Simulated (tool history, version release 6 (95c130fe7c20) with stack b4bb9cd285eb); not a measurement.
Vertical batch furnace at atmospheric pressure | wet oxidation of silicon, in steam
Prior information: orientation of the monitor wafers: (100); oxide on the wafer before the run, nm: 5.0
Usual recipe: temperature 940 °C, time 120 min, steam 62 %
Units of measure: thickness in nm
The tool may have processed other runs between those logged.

run	hour	temperature	time	steam	read-back reference wafer on the same gauge, thickness	thickness
1	0	940	120	62	254.92	298.46
2	79.8	940	120	62	254.98	297.84
3	158	940	120	62	255.21	297.52
4	443.6	940	120	62	255.97	297.11
5	513.4	927	120	71	256.05	294.81
6	566.3	927	120	71	256.15	294.2
7	654	940	120	62	256.44	298.34
8	708.7	940	120	62	256.54	300.13
# hour 739.3: steam generator serviced
9	764.6	940	120	62	256.72	299.16
10	852.5	957	120	62	256.79	349.43
11	956.9	940	120	57	257.23	279.03
12	1031.2	940	120	57	257.37	282.25
13	1117.4	940	120	57	257.5	281.75
14	1156.5	940	85.5	52	257.63	198.71
# hour 1240.9: thermocouples replaced and temperature profile calibrated
15	1241.4	946	135.5	68	257.79	375.53
16	1297.1	940	120	51	258.04	258.63
17	1348.1	940	120	62	258.08	300.64
18	1423	940	120	62	258.4	302.77
19	1510.9	940	120	54	258.63	271.37
20	1567.6	918	159.5	62	258.75	306
21	1674.1	940	177	53	258.98	361.17
22	1772.7	925	83.5	52	259.26	167.56
# hour 1783: gauge calibrated
23	1842.6	940	120	69	251.92	321.63
24	1891.9	940	120	73	252.08	334.29
25	1937.4	922	120	52	252.21	213.77
26	1981.4	940	120	62	252.33	296.11
27	2019.3	940	120	62	252.19	294.32
28	2147.9	940	120	62	252.68	295
29	2232.8	930	87	57	252.81	193.26

Branching from run 29: 4 alternative next runs. What would each branch give?
A	2239.7	940	120	62	?	?
B	2239.7	957	120	57	?	?
C	2239.7	933	143.5	68	?	?
D	2239.7	940	67.5	62	?	?

run	read-back reference wafer on the same gauge, thickness	thickness
A	252.86	295.18
B	252.86	323.82
C	252.86	341.5
D	252.86	186.15
The same runs, with their run-to-run variation unchanged, on a tool lacking any hidden condition would have given:
run	thickness
A	294.17
B	322.71
C	340.32
D	185.52
